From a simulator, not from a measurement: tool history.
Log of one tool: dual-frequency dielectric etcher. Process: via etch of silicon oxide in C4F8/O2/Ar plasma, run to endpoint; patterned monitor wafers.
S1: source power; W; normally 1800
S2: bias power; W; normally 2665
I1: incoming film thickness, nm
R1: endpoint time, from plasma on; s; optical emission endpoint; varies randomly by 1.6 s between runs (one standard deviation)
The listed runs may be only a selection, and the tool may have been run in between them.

{"run": 1, "hour": 0.0, "S1": 1530, "S2": 2665, "I1": 1279.2, "R1": 232.1}
{"run": 2, "hour": 7.2, "S1": 1530, "S2": 2665, "I1": 1281.4, "R1": 229.5}
{"run": 3, "hour": 22.7, "S1": 1800, "S2": 2665, "I1": 1268.7, "R1": 214.5}
{"run": 4, "hour": 36.1, "S1": 1800, "S2": 2665, "I1": 1292.1, "R1": 221.2}
{"run": 5, "hour": 46.5, "S1": 1490, "S2": 3157, "I1": 1273.9, "R1": 214.5}
{"run": 6, "hour": 56.6, "S1": 1490, "S2": 3157, "I1": 1272.3, "R1": 213.1}
{"hour": 60.6, "done": "bias power generator calibrated"}
{"run": 7, "hour": 71.3, "S1": 1800, "S2": 2289, "I1": 1278.8, "R1": 232.9}
{"run": 8, "hour": 78.5, "S1": 1800, "S2": 2665, "I1": 1285.1, "R1": 218.2}
{"run": 9, "hour": 92.0, "S1": 1800, "S2": 2665, "I1": 1279.3, "R1": 218.5}
{"run": 10, "hour": 100.2, "S1": 1800, "S2": 2665, "I1": 1282.4, "R1": 217.6}
{"run": 11, "hour": 106.2, "S1": 1800, "S2": 2665, "I1": 1287.1, "R1": 218.8}
{"run": 12, "hour": 119.1, "S1": 1800, "S2": 2665, "I1": 1281.9, "R1": 215.3}
{"run": 13, "hour": 135.2, "S1": 1800, "S2": 2665, "I1": 1272.1, "R1": 213.5}
{"run": 14, "hour": 143.5, "S1": 2070, "S2": 2665, "I1": 1285.7, "R1": 207.8}
{"run": 15, "hour": 159.7, "S1": 1800, "S2": 3305, "I1": 1283.4, "R1": 196.3}
{"hour": 189.2, "done": "wet clean of the chamber"}
{"hour": 193.3, "done": "upper electrode replaced"}
{"run": 16, "hour": 193.8, "S1": 1590, "S2": 2141, "I1": 1276.6, "R1": 265}
{"run": 17, "hour": 194.2, "S1": 2190, "S2": 3055, "I1": 1293.3, "R1": 203.1}
{"run": 18, "hour": 203.0, "S1": 1410, "S2": 2214, "I1": 1279.6, "R1": 267.8}
{"run": 19, "hour": 216.4, "S1": 1800, "S2": 2412, "I1": 1277, "R1": 238.9}
{"run": 20, "hour": 232.2, "S1": 1580, "S2": 3004, "I1": 1285.6, "R1": 228.9}
{"run": 21, "hour": 239.3, "S1": 1800, "S2": 2665, "I1": 1276.4, "R1": 227.7}
{"run": 22, "hour": 246.3, "S1": 1950, "S2": 2491, "I1": 1279.3, "R1": 226.9}
{"run": 23, "hour": 258.1, "S1": 1800, "S2": 2665, "I1": 1276.4, "R1": 225.6}
{"run": 24, "hour": 274.4, "S1": 1800, "S2": 2450, "I1": 1285.8, "R1": 237.6}
{"hour": 281.4, "done": "source power generator calibrated"}
{"run": 25, "hour": 303.5, "S1": 2110, "S2": 3135, "I1": 1264.3, "R1": 194.3}
{"run": 26, "hour": 312.8, "S1": 1800, "S2": 2859, "I1": 1279, "R1": 218.6}
{"run": 27, "hour": 319.2, "S1": 1640, "S2": 2908, "I1": 1278.2, "R1": 223}
{"run": 28, "hour": 336.5, "S1": 1800, "S2": 2469, "I1": 1273.7, "R1": 229.3}
{"run": 29, "hour": 347.3, "S1": 1800, "S2": 2665, "I1": 1288.6, "R1": 226.9}
{"run": 30, "hour": 365.0, "S1": 2080, "S2": 2384, "I1": 1274.6, "R1": 225.7}
{"run": 31, "hour": 415.7, "S1": 2200, "S2": 2217, "I1": 1286.1, "R1": 225.9}
{"run": 32, "hour": 430.3, "S1": 1800, "S2": 2665, "I1": 1283.8, "R1": 225.6}
{"run": 33, "hour": 457.9, "S1": 1800, "S2": 2665, "I1": 1299.5, "R1": 224.5}
{"run": 34, "hour": 474.8, "S1": 1640, "S2": 2279, "I1": 1276, "R1": 246.1}
{"run": 35, "hour": 492.5, "S1": 1960, "S2": 3144, "I1": 1283.3, "R1": 200.6}
{"run": 36, "hour": 499.7, "S1": 1800, "S2": 2665, "I1": 1274.5, "R1": 219.6}

3 options for the next run, each taken on its own from the tool as it stands now. Forecast them:
{"run": "A", "hour": 500.2, "S1": 1800, "S2": 2665, "I1": 1277.4, "R1": "?"}
{"run": "B", "hour": 500.2, "S1": 1670, "S2": 3054, "I1": 1277.4, "R1": "?"}
{"run": "C", "hour": 500.2, "S1": 2220, "S2": 2665, "I1": 1277.4, "R1": "?"}

run=A R1=221.8
run=B R1=214.1
run=C R1=206.4
Without the tool's hidden state the same runs would have given:
run=A R1=227.2
run=B R1=219.4
run=C R1=211.4
